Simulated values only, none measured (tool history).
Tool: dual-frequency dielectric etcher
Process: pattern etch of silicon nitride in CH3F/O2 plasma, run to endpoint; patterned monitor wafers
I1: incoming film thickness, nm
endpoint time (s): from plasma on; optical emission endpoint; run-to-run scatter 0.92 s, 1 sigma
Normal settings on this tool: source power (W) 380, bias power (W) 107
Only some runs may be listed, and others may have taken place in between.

run 1 hour=0 | source_power_(W)=300 bias_power_(W)=107 | I1=111.3 | endpoint_time_(s)=124.6
run 2 hour=57.6 | source_power_(W)=300 bias_power_(W)=107 | I1=111.1 | endpoint_time_(s)=124.7
run 3 hour=133.8 | source_power_(W)=300 bias_power_(W)=107 | I1=111.4 | endpoint_time_(s)=125.4
run 4 hour=174.2 | source_power_(W)=380 bias_power_(W)=107 | I1=111.6 | endpoint_time_(s)=116.6
run 5 hour=223.1 | source_power_(W)=380 bias_power_(W)=107 | I1=110.8 | endpoint_time_(s)=118.1
run 6 hour=250.7 | source_power_(W)=380 bias_power_(W)=107 | I1=111.7 | endpoint_time_(s)=119.3
run 7 hour=277.7 | source_power_(W)=380 bias_power_(W)=107 | I1=113.1 | endpoint_time_(s)=119.8
run 8 hour=338.7 | source_power_(W)=380 bias_power_(W)=107 | I1=112.9 | endpoint_time_(s)=120.7
run 9 hour=391.2 | source_power_(W)=380 bias_power_(W)=107 | I1=113.1 | endpoint_time_(s)=122.4
run 10 hour=430.1 | source_power_(W)=380 bias_power_(W)=93 | I1=111.9 | endpoint_time_(s)=124.6
-- hour=479 wet clean of the chamber
run 11 hour=497.7 | source_power_(W)=380 bias_power_(W)=93 | I1=110.5 | endpoint_time_(s)=118.4
-- hour=717.9 upper electrode replaced
run 12 hour=718.4 | source_power_(W)=380 bias_power_(W)=93 | I1=112.1 | endpoint_time_(s)=121.5
run 13 hour=762.2 | source_power_(W)=450 bias_power_(W)=107 | I1=111.8 | endpoint_time_(s)=113.3
run 14 hour=803.7 | source_power_(W)=450 bias_power_(W)=107 | I1=110.9 | endpoint_time_(s)=110.7
run 15 hour=849.4 | source_power_(W)=410 bias_power_(W)=125 | I1=112.8 | endpoint_time_(s)=113.2
-- hour=870.5 bias power generator calibrated
run 16 hour=890.3 | source_power_(W)=430 bias_power_(W)=117 | I1=112.3 | endpoint_time_(s)=112.6
run 17 hour=946.1 | source_power_(W)=450 bias_power_(W)=124 | I1=110.9 | endpoint_time_(s)=108.9
run 18 hour=1004.5 | source_power_(W)=380 bias_power_(W)=107 | I1=112 | endpoint_time_(s)=121.2
run 19 hour=1055.9 | source_power_(W)=380 bias_power_(W)=107 | I1=110.7 | endpoint_time_(s)=119.8
-- hour=1113.6 wet clean of the chamber
run 20 hour=1114.1 | source_power_(W)=380 bias_power_(W)=107 | I1=111.9 | endpoint_time_(s)=115.9
run 21 hour=1178.1 | source_power_(W)=430 bias_power_(W)=117 | I1=111.9 | endpoint_time_(s)=108
run 22 hour=1247.2 | source_power_(W)=470 bias_power_(W)=95 | I1=110.8 | endpoint_time_(s)=112.5
-- hour=1264.7 source power generator calibrated
run 23 hour=1310.5 | source_power_(W)=420 bias_power_(W)=86 | I1=112.3 | endpoint_time_(s)=119.7
run 24 hour=1365.9 | source_power_(W)=340 bias_power_(W)=94 | I1=111.6 | endpoint_time_(s)=123.9

Run 25 is up next; what results do you expect?
run 25 hour=1425.2 | source_power_(W)=350 bias_power_(W)=129 | I1=111.7 | endpoint_time_(s)=?

{"run 25": {"endpoint time (s)": 114.4}}
Had the tool carried no hidden state, the very same run would have given endpoint time (s) 112.4.
